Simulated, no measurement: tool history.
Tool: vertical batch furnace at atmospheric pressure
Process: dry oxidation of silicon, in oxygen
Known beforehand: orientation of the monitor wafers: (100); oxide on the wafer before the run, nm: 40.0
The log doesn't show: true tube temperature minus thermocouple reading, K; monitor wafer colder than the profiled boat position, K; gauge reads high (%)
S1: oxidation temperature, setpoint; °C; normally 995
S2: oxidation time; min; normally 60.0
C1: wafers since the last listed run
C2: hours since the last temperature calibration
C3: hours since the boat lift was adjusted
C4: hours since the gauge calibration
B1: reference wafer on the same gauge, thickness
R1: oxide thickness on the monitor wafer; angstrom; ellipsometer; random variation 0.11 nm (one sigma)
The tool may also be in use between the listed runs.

run	day	S1	S2	C1	C2	C3	C4	B1	R1
1	0.000	995	60.0	0	1491.4	3251.0	248.3	83.03	758.5
2	0.533	995	60.0	136	1504.2	3263.8	261.1	83.02	756.8
# day 0.667: gauge calibrated
3	1.100	995	60.0	145	1517.8	3277.4	10.4	83.01	760.4
4	1.600	995	60.0	128	1529.8	3289.4	22.4	83.00	758.2
5	2.154	995	60.0	142	1543.1	3302.7	35.7	82.99	758.4
6	2.508	995	79.5	90	1551.6	3311.2	44.2	83.01	853.7
7	3.017	995	79.5	130	1563.8	3323.4	56.4	82.99	855.5
8	3.617	1013	46.0	153	1578.2	3337.8	70.8	83.00	752.4
9	4.058	1013	46.0	113	1588.8	3348.4	81.4	83.02	750.1
10	4.771	1013	46.0	182	1605.9	3365.5	98.5	82.99	750.3
11	5.042	995	75.5	69	1612.4	3372.0	105.0	82.99	838.1
12	5.433	995	75.5	100	1621.8	3381.4	114.4	82.97	838.2
13	5.700	1005	41.0	68	1628.2	3387.8	120.8	82.97	692.0
# day 7.088: thermocouples replaced and temperature profile calibrated
14	7.108	1005	41.0	104	0.5	3421.6	154.6	83.00	672.9
15	7.267	995	80.5	40	4.3	3425.4	158.4	83.05	834.8
16	7.425	995	60.0	40	8.1	3429.2	162.2	82.97	738.3
17	7.988	1011	60.0	144	21.6	3442.7	175.7	83.08	803.5
18	8.546	1011	60.0	143	35.0	3456.1	189.1	82.99	802.9
19	8.879	1011	60.0	85	43.0	3464.1	197.1	83.06	803.3
# day 10.150: boat lift adjusted
20	10.171	995	60.0	74	74.0	0.5	228.1	82.96	737.6
21	10.329	995	60.0	40	77.8	4.3	231.9	82.96	738.7
22	10.488	980	39.5	40	81.6	8.1	235.7	82.98	605.6
23	10.996	995	80.5	130	93.8	20.3	247.9	82.97	836.8
24	11.646	1017	39.0	166	109.4	35.9	263.5	83.01	698.7
25	12.108	1007	87.0	118	120.5	47.0	274.6	82.97	929.0
26	12.833	972	60.0	185	137.9	64.4	292.0	82.98	674.8
# day 12.933: gauge calibrated
27	13.304	1012	86.5	120	149.2	75.7	8.9	83.01	954.2
28	13.742	1017	30.0	112	159.7	86.2	19.4	83.06	642.3
29	14.104	995	60.0	92	168.4	94.9	28.1	83.05	738.8
30	14.529	1006	60.0	108	178.6	105.1	38.3	83.03	783.3
31	15.254	1005	41.0	185	196.0	122.5	55.7	82.99	673.1
32	15.888	1020	60.0	162	211.2	137.7	70.9	83.01	843.6
33	16.321	995	60.0	111	221.6	148.1	81.3	82.98	739.7
34	16.604	995	76.0	72	228.4	154.9	88.1	82.99	814.1
35	16.904	995	76.5	76	235.6	162.1	95.3	83.02	816.3

Run 36 comes next. What will it give?
36	17.258	995	60.0	90	244.1	170.6	103.8	?	?

Run 36 gave B1 83.04, R1 739.3 angstrom.
With the hidden condition absent and the run-to-run variation left alone, this run would have shown R1 735.4 angstrom.
